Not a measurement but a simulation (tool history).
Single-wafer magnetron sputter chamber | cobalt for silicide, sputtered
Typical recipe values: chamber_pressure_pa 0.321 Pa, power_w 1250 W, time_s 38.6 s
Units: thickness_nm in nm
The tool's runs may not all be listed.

run,hour,chamber_pressure_pa,power_w,time_s,wafers since the last listed run,wafers on the sputter target,hours since the last manometer calibration,hours since the magnet pack was replaced,hours since the gauge calibration,"read-back reference wafer on the same gauge, thickness_nm",thickness_nm
1,0.0,0.321,1250,38.6,0,1728,2343.4,6818.1,99.9,19.179,23.592
2,9.6,0.321,1250,38.6,162,1891,2353.0,6827.7,109.5,19.214,23.492
3,20.4,0.321,1250,38.6,183,2074,2363.8,6838.5,120.3,19.235,23.538
4,29.6,0.321,1250,38.6,155,2230,2373.0,6847.7,129.5,19.169,23.425
5,46.8,0.321,1250,38.6,291,2521,2390.2,6864.9,146.7,19.153,23.437
6,58.6,0.321,1250,38.6,199,2721,2402.0,6876.7,158.5,19.177,23.239
7,72.9,0.321,1250,38.6,242,2963,2416.3,6891.0,172.8,19.197,22.939
# hour 86.9: magnet pack replaced, of another model than before
8,87.4,0.321,1250,38.6,110,3074,2430.8,0.5,187.3,19.207,22.760
9,95.1,0.321,1250,38.6,130,3204,2438.5,8.2,195.0,19.240,22.773
# hour 107.0: capacitance manometer re-zeroed and calibrated
10,107.5,0.275,1500,38.6,74,3279,0.5,20.6,207.4,19.178,26.429
11,112.9,0.321,1250,38.6,91,3370,5.9,26.0,212.8,19.212,22.583
12,125.9,0.321,1150,38.6,220,3590,18.9,39.0,225.8,19.196,20.909
# hour 126.6: gauge calibrated
# hour 143.4: sputter target and shields replaced
13,143.9,0.259,1250,46.2,169,8,36.9,57.0,17.3,19.210,28.848
14,149.3,0.407,1550,38.6,91,100,42.3,62.4,22.7,19.192,27.514
15,163.3,0.426,1250,34.3,237,337,56.3,76.4,36.7,19.184,20.648
16,169.5,0.442,950,38.6,105,442,62.5,82.6,42.9,19.167,18.706
17,178.6,0.321,1400,38.6,154,596,71.6,91.7,52.0,19.229,26.032
18,191.8,0.321,1250,38.6,223,820,84.8,104.9,65.2,19.189,23.611

Branching from run 18: 4 alternative next runs. What would each branch give?
A,192.2,0.321,1250,43.3,6,827,85.2,105.3,65.6,?,?
B,192.2,0.196,1450,34.3,6,827,85.2,105.3,65.6,?,?
C,192.2,0.362,1450,38.6,6,827,85.2,105.3,65.6,?,?
D,192.2,0.321,1350,38.6,6,827,85.2,105.3,65.6,?,?

run,"read-back reference wafer on the same gauge, thickness_nm",thickness_nm
A,19.225,26.434
B,19.225,24.401
C,19.225,26.283
D,19.225,25.066
Stripped of hidden state, with their random variation kept, the same runs would have yielded:
run,thickness_nm
A,26.713
B,24.659
C,26.560
D,25.331
